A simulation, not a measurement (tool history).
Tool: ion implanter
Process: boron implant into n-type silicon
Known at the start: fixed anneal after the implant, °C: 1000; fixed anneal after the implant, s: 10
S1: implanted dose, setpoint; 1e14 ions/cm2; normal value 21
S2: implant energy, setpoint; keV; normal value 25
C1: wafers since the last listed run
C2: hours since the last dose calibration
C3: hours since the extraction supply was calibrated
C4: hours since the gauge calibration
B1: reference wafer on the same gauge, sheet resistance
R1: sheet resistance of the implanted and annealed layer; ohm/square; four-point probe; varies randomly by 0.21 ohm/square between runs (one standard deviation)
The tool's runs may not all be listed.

{"run": 1, "hour": 0.0, "S1": 21, "S2": 25, "C1": 0, "C2": 399, "C3": 1930.8, "C4": 110.8, "B1": 74.53, "R1": 69.82}
{"run": 2, "hour": 40.5, "S1": 21, "S2": 25, "C1": 711, "C2": 439.5, "C3": 1971.3, "C4": 151.3, "B1": 74.35, "R1": 69.85}
{"run": 3, "hour": 81.5, "S1": 21, "S2": 25, "C1": 720, "C2": 480.5, "C3": 2012.3, "C4": 192.3, "B1": 74.39, "R1": 69.88}
{"run": 4, "hour": 125.5, "S1": 21, "S2": 25, "C1": 772, "C2": 524.5, "C3": 2056.3, "C4": 236.3, "B1": 74.41, "R1": 69.7}
{"run": 5, "hour": 195.2, "S1": 21, "S2": 25, "C1": 1224, "C2": 594.2, "C3": 2126, "C4": 306, "B1": 74.46, "R1": 69.91}
{"run": 6, "hour": 223.6, "S1": 21, "S2": 25, "C1": 498, "C2": 622.6, "C3": 2154.4, "C4": 334.4, "B1": 74.51, "R1": 69.94}
{"run": 7, "hour": 293.4, "S1": 21, "S2": 25, "C1": 1226, "C2": 692.4, "C3": 2224.2, "C4": 404.2, "B1": 74.41, "R1": 70.06}
{"run": 8, "hour": 343.5, "S1": 21, "S2": 25, "C1": 880, "C2": 742.5, "C3": 2274.3, "C4": 454.3, "B1": 74.43, "R1": 70.35}
{"run": 9, "hour": 368.2, "S1": 21, "S2": 25, "C1": 433, "C2": 767.2, "C3": 2299, "C4": 479, "B1": 74.32, "R1": 70.21}
{"run": 10, "hour": 408.1, "S1": 21, "S2": 25, "C1": 700, "C2": 807.1, "C3": 2338.9, "C4": 518.9, "B1": 74.37, "R1": 70.35}
{"hour": 464.3, "done": "extraction supply calibrated"}
{"run": 11, "hour": 468.2, "S1": 16.54, "S2": 25, "C1": 915, "C2": 867.2, "C3": 3.9, "C4": 579, "B1": 74.29, "R1": 81.09}
{"hour": 503.2, "done": "gauge calibrated"}
{"run": 12, "hour": 520.0, "S1": 18.36, "S2": 32.5, "C1": 909, "C2": 919, "C3": 55.7, "C4": 16.8, "B1": 74.44, "R1": 73.25}
{"hour": 563.5, "done": "Faraday cup replaced and dose calibrated"}
{"run": 13, "hour": 571.4, "S1": 21, "S2": 25, "C1": 762, "C2": 7.9, "C3": 107.1, "C4": 68.2, "B1": 74.54, "R1": 68.76}
{"run": 14, "hour": 640.3, "S1": 26.57, "S2": 21, "C1": 1210, "C2": 76.8, "C3": 176, "C4": 137.1, "B1": 74.44, "R1": 65.55}
{"run": 15, "hour": 706.8, "S1": 23.38, "S2": 31.5, "C1": 1168, "C2": 143.3, "C3": 242.5, "C4": 203.6, "B1": 74.38, "R1": 62.15}
{"run": 16, "hour": 741.5, "S1": 17.99, "S2": 22, "C1": 609, "C2": 178, "C3": 277.2, "C4": 238.3, "B1": 74.46, "R1": 77.74}
{"run": 17, "hour": 774.4, "S1": 21, "S2": 25, "C1": 577, "C2": 210.9, "C3": 310.1, "C4": 271.2, "B1": 74.4, "R1": 69.82}
{"run": 18, "hour": 813.7, "S1": 18.08, "S2": 20, "C1": 690, "C2": 250.2, "C3": 349.4, "C4": 310.5, "B1": 74.34, "R1": 79.47}
{"run": 19, "hour": 866.2, "S1": 21, "S2": 25, "C1": 922, "C2": 302.7, "C3": 401.9, "C4": 363, "B1": 74.43, "R1": 69.89}
{"run": 20, "hour": 931.8, "S1": 21, "S2": 25, "C1": 1152, "C2": 368.3, "C3": 467.5, "C4": 428.6, "B1": 74.36, "R1": 70.15}
{"run": 21, "hour": 973.4, "S1": 18.27, "S2": 25, "C1": 730, "C2": 409.9, "C3": 509.1, "C4": 470.2, "B1": 74.49, "R1": 75.56}

3 options for the next run, each taken on its own from the tool as it stands now. Forecast them:
{"run": "A", "hour": 973.8, "S1": 16.1, "S2": 25, "C1": 7, "C2": 410.3, "C3": 509.5, "C4": 470.6, "B1": "?", "R1": "?"}
{"run": "B", "hour": 973.8, "S1": 25.31, "S2": 21, "C1": 7, "C2": 410.3, "C3": 509.5, "C4": 470.6, "B1": "?", "R1": "?"}
{"run": "C", "hour": 973.8, "S1": 17.07, "S2": 29, "C1": 7, "C2": 410.3, "C3": 509.5, "C4": 470.6, "B1": "?", "R1": "?"}

run=A B1=74.34 R1=81.76
run=B B1=74.34 R1=67.32
run=C B1=74.34 R1=77.24
With no hidden state in the tool, these same runs would have given:
run=A R1=79.74
run=B R1=66.33
run=C R1=75.29

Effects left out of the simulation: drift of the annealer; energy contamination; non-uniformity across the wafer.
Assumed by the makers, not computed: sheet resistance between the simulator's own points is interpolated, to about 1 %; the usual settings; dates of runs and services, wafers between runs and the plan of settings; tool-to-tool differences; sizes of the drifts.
